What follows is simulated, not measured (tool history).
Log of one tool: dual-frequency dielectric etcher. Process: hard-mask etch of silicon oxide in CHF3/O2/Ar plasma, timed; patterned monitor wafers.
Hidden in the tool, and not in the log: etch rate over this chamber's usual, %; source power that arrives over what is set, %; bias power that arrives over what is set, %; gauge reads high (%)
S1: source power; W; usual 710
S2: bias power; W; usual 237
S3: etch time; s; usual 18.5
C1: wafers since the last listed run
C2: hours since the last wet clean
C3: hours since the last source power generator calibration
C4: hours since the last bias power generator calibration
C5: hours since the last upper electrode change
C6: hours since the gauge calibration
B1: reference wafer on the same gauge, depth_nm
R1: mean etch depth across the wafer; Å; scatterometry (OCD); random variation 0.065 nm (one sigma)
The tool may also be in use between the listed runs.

run 1 day=0 | S1=710 S2=237 S3=18.5 | C1=0 C2=130.9 C3=3862.5 C4=3228.8 C5=2725.3 C6=402 | B1=39.4 | R1=411.3
run 2 day=1.862 | S1=780 S2=237 S3=18.5 | C1=628 C2=175.6 C3=3907.2 C4=3273.5 C5=2770 C6=446.7 | B1=39.4 | R1=425.9
run 3 day=3.546 | S1=780 S2=237 S3=18.5 | C1=568 C2=216 C3=3947.6 C4=3313.9 C5=2810.4 C6=487.1 | B1=39.4 | R1=427
run 4 day=5.388 | S1=780 S2=237 S3=18.5 | C1=621 C2=260.2 C3=3991.8 C4=3358.1 C5=2854.6 C6=531.3 | B1=39.41 | R1=426.9
run 5 day=7.017 | S1=650 S2=260 S3=18.5 | C1=549 C2=299.3 C3=4030.9 C4=3397.2 C5=2893.7 C6=570.4 | B1=39.4 | R1=410.7
-- day=9.929 wet clean of the chamber
run 6 day=11.321 | S1=650 S2=260 S3=18.5 | C1=1115 C2=33.4 C3=4134.2 C4=3500.5 C5=2997 C6=673.7 | B1=39.4 | R1=410.9
run 7 day=15.571 | S1=650 S2=260 S3=18.5 | C1=1434 C2=135.4 C3=4236.2 C4=3602.5 C5=3099 C6=775.7 | B1=39.4 | R1=410.8
run 8 day=17.633 | S1=710 S2=237 S3=18.5 | C1=696 C2=184.9 C3=4285.7 C4=3652 C5=3148.5 C6=825.2 | B1=39.4 | R1=410.8
run 9 day=21.475 | S1=710 S2=237 S3=18.5 | C1=1296 C2=277.1 C3=4377.9 C4=3744.2 C5=3240.7 C6=917.4 | B1=39.41 | R1=410.4
-- day=26.367 wet clean of the chamber
run 10 day=26.388 | S1=710 S2=237 S3=18.5 | C1=1320 C2=0.5 C3=4495.8 C4=3862.1 C5=3358.6 C6=1035.3 | B1=39.4 | R1=410.9
run 11 day=30.217 | S1=650 S2=260 S3=18.5 | C1=1292 C2=92.4 C3=4587.7 C4=3954 C5=3450.5 C6=1127.2 | B1=39.4 | R1=409.7
-- day=33.292 bias power generator calibrated
run 12 day=34.075 | S1=710 S2=205 S3=18.5 | C1=1245 C2=185 C3=4680.3 C4=18.8 C5=3543.1 C6=1219.8 | B1=39.4 | R1=382.2
run 13 day=35.954 | S1=860 S2=237 S3=18.5 | C1=634 C2=230.1 C3=4725.4 C4=63.9 C5=3588.2 C6=1264.9 | B1=39.4 | R1=435.6
run 14 day=38.162 | S1=710 S2=180 S3=18.5 | C1=745 C2=283.1 C3=4778.4 C4=116.9 C5=3641.2 C6=1317.9 | B1=39.4 | R1=363.6
run 15 day=40.25 | S1=710 S2=198 S3=15 | C1=704 C2=333.2 C3=4828.5 C4=167 C5=3691.3 C6=1368 | B1=39.39 | R1=305.3
-- day=44.2 wet clean of the chamber
run 16 day=44.404 | S1=710 S2=237 S3=18.5 | C1=1064 C2=4.9 C3=4928.2 C4=266.7 C5=3791 C6=1467.7 | B1=39.39 | R1=403.2
-- day=46.517 upper electrode replaced
-- day=47.292 gauge calibrated
-- day=51.258 source power generator calibrated
run 17 day=57.438 | S1=870 S2=237 S3=18.5 | C1=4004 C2=317.7 C3=148.3 C4=579.5 C5=262.1 C6=243.5 | B1=39.4 | R1=448.5
run 18 day=61.396 | S1=610 S2=237 S3=18.5 | C1=1335 C2=412.7 C3=243.3 C4=674.5 C5=357.1 C6=338.5 | B1=39.41 | R1=389.8

The next listed run, before its measurement:
-- day=63.817 wet clean of the chamber
run 19 day=64.779 | S1=710 S2=188 S3=13.5 | C1=804 C2=23.1 C3=324.5 C4=755.7 C5=438.3 C6=419.7 | B1=? | R1=?

Run 19 gave B1 39.4, R1 276.5 Å.
Without the tool's hidden state the same run would have given R1 275.6 Å.

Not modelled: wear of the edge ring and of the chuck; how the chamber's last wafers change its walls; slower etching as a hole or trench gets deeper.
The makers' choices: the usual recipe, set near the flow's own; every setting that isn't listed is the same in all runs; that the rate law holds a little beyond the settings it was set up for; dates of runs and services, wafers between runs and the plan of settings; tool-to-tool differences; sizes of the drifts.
